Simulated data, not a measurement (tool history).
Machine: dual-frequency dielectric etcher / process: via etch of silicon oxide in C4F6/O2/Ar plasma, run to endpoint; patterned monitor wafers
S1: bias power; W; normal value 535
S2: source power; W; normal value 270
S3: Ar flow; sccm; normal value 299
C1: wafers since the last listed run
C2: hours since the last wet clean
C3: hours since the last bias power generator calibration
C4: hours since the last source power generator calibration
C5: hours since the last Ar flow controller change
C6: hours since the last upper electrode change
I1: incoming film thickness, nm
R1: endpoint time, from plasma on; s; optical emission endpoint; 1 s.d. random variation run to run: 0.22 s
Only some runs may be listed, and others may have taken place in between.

| run | day | S1 | S2 | S3 | C1 | C2 | C3 | C4 | C5 | C6 | I1 | R1 |
|---|---|---|---|---|---|---|---|---|---|---|---|---|
| 1 | 0 | 500 | 270 | 299 | 0 | 219.5 | 5208.1 | 4269.2 | 5219.2 | 3801.7 | 152.6 | 42.7 |
| 2 | 0.467 | 500 | 270 | 299 | 214 | 230.7 | 5219.3 | 4280.4 | 5230.4 | 3812.9 | 153.2 | 42.8 |
| 3 | 2.679 | 500 | 270 | 299 | 1014 | 283.8 | 5272.4 | 4333.5 | 5283.5 | 3866 | 154.2 | 42.8 |
| 4 | 3.275 | 535 | 270 | 299 | 273 | 298.1 | 5286.7 | 4347.8 | 5297.8 | 3880.3 | 155.3 | 41.5 |
|  | 4.425 | upper electrode replaced |
| 5 | 4.446 | 535 | 270 | 299 | 78 | 326.2 | 5314.8 | 4375.9 | 5325.9 | 0.5 | 155 | 42 |
| 6 | 4.458 | 535 | 270 | 336 | 5 | 326.5 | 5315.1 | 4376.2 | 5326.2 | 0.8 | 156.2 | 42.9 |
| 7 | 4.867 | 535 | 270 | 336 | 187 | 336.3 | 5324.9 | 4386 | 5336 | 10.6 | 154.9 | 42.6 |
| 8 | 5.146 | 535 | 270 | 336 | 128 | 343 | 5331.6 | 4392.7 | 5342.7 | 17.3 | 155.8 | 42.8 |
| 9 | 5.771 | 535 | 270 | 299 | 286 | 358 | 5346.6 | 4407.7 | 5357.7 | 32.3 | 156.5 | 41.8 |
|  | 6.217 | bias power generator calibrated |
| 10 | 6.238 | 591 | 320 | 347 | 137 | 369.2 | 0.5 | 4418.9 | 5368.9 | 43.5 | 155.3 | 38.5 |
|  | 6.612 | source power generator calibrated |
| 11 | 6.729 | 648 | 270 | 349 | 149 | 381 | 12.3 | 2.8 | 5380.7 | 55.3 | 155.6 | 38.5 |

Forecast run 12:
|  | 7.833 | wet clean of the chamber |
|  | 8.738 | Ar flow controller replaced |
| 12 | 8.779 | 535 | 270 | 299 | 366 | 22.7 | 61.5 | 52 | 1 | 104.5 | 153.8 | ? |

R1: 41.3 s
If the tool had no hidden condition, the same run with the same run-to-run variation would have returned R1 41.3 s.
